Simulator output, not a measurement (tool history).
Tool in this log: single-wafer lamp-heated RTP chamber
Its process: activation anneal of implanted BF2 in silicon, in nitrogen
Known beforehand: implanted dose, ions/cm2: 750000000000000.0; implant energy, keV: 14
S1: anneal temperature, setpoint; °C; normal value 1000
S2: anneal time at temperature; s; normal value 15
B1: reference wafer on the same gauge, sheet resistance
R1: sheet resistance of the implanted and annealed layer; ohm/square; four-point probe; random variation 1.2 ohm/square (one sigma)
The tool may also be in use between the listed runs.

run 1 day=0 | S1=1000 S2=15 | B1=226.05 | R1=239.17
run 2 day=0.971 | S1=1000 S2=15 | B1=226.13 | R1=238.63
run 3 day=1.542 | S1=1000 S2=15 | B1=225.91 | R1=240.38
run 4 day=2.225 | S1=1000 S2=21 | B1=225.93 | R1=224.22
run 5 day=2.554 | S1=1000 S2=20 | B1=226.1 | R1=227.75
run 6 day=3.038 | S1=1000 S2=20 | B1=225.88 | R1=227.93
run 7 day=4.788 | S1=1000 S2=20 | B1=225.79 | R1=225.68
-- day=5.279 pyrometer window cleaned and pyrometer calibrated
run 8 day=5.3 | S1=1000 S2=18 | B1=225.59 | R1=228.01
run 9 day=5.529 | S1=1000 S2=15 | B1=225.97 | R1=235.2
run 10 day=6.208 | S1=1000 S2=15 | B1=225.79 | R1=236.49
run 11 day=6.558 | S1=1000 S2=15 | B1=226.17 | R1=234.48
run 12 day=7.158 | S1=1000 S2=15 | B1=225.93 | R1=231.89
run 13 day=7.7 | S1=1000 S2=19 | B1=226.07 | R1=227.37
run 14 day=8.342 | S1=1000 S2=19 | B1=225.99 | R1=227.08
run 15 day=8.967 | S1=1017 S2=15 | B1=226.08 | R1=214.65
run 16 day=9.321 | S1=1000 S2=12 | B1=226.1 | R1=242.16
run 17 day=9.758 | S1=1020 S2=21 | B1=225.85 | R1=200.43
-- day=10.488 gauge calibrated
run 18 day=10.488 | S1=1000 S2=9 | B1=226.11 | R1=247.43
run 19 day=10.929 | S1=978 S2=10 | B1=225.96 | R1=278.79
run 20 day=11.562 | S1=1000 S2=15 | B1=225.85 | R1=233.87
-- day=12.838 reflector plate cleaned
run 21 day=13.358 | S1=1000 S2=15 | B1=225.88 | R1=241.84
run 22 day=13.717 | S1=1000 S2=15 | B1=226.01 | R1=243
run 23 day=13.996 | S1=1017 S2=19 | B1=226.21 | R1=213.86
run 24 day=14.583 | S1=990 S2=7 | B1=226.02 | R1=281.75
run 25 day=15.317 | S1=1000 S2=15 | B1=226.21 | R1=238.7
run 26 day=15.929 | S1=1028 S2=15 | B1=226.3 | R1=208.17
run 27 day=16.317 | S1=979 S2=23 | B1=226.08 | R1=255.69
run 28 day=17 | S1=991 S2=15 | B1=225.83 | R1=249.81
-- day=17.483 pyrometer window cleaned and pyrometer calibrated
run 29 day=17.504 | S1=978 S2=22 | B1=226.12 | R1=256.87
run 30 day=17.958 | S1=979 S2=23 | B1=226.33 | R1=255.54
run 31 day=18.275 | S1=1015 S2=10 | B1=226.03 | R1=229.85
run 32 day=18.6 | S1=1000 S2=8 | B1=226.09 | R1=253.82
run 33 day=19.329 | S1=1000 S2=15 | B1=225.95 | R1=235.63
run 34 day=19.7 | S1=1011 S2=15 | B1=226.15 | R1=221.02
run 35 day=20.133 | S1=1000 S2=15 | B1=225.98 | R1=235.02
run 36 day=20.838 | S1=1000 S2=23 | B1=226.15 | R1=220.83
run 37 day=21.354 | S1=1000 S2=15 | B1=226.02 | R1=235.22
run 38 day=22.054 | S1=988 S2=15 | B1=225.88 | R1=249.57

Predict each of these 3 candidate next runs independently; none follows another, all start after run 38:
run A day=22.071 | S1=1000 S2=24 | B1=? | R1=?
run B day=22.071 | S1=1028 S2=11 | B1=? | R1=?
run C day=22.071 | S1=1000 S2=11 | B1=? | R1=?

run=A B1=226.11 R1=219.92
run=B B1=226.11 R1=211.95
run=C B1=226.11 R1=244.44
Without the tool's hidden state the same runs would have given:
run=A R1=229.85
run=B R1=220.48
run=C R1=254.76

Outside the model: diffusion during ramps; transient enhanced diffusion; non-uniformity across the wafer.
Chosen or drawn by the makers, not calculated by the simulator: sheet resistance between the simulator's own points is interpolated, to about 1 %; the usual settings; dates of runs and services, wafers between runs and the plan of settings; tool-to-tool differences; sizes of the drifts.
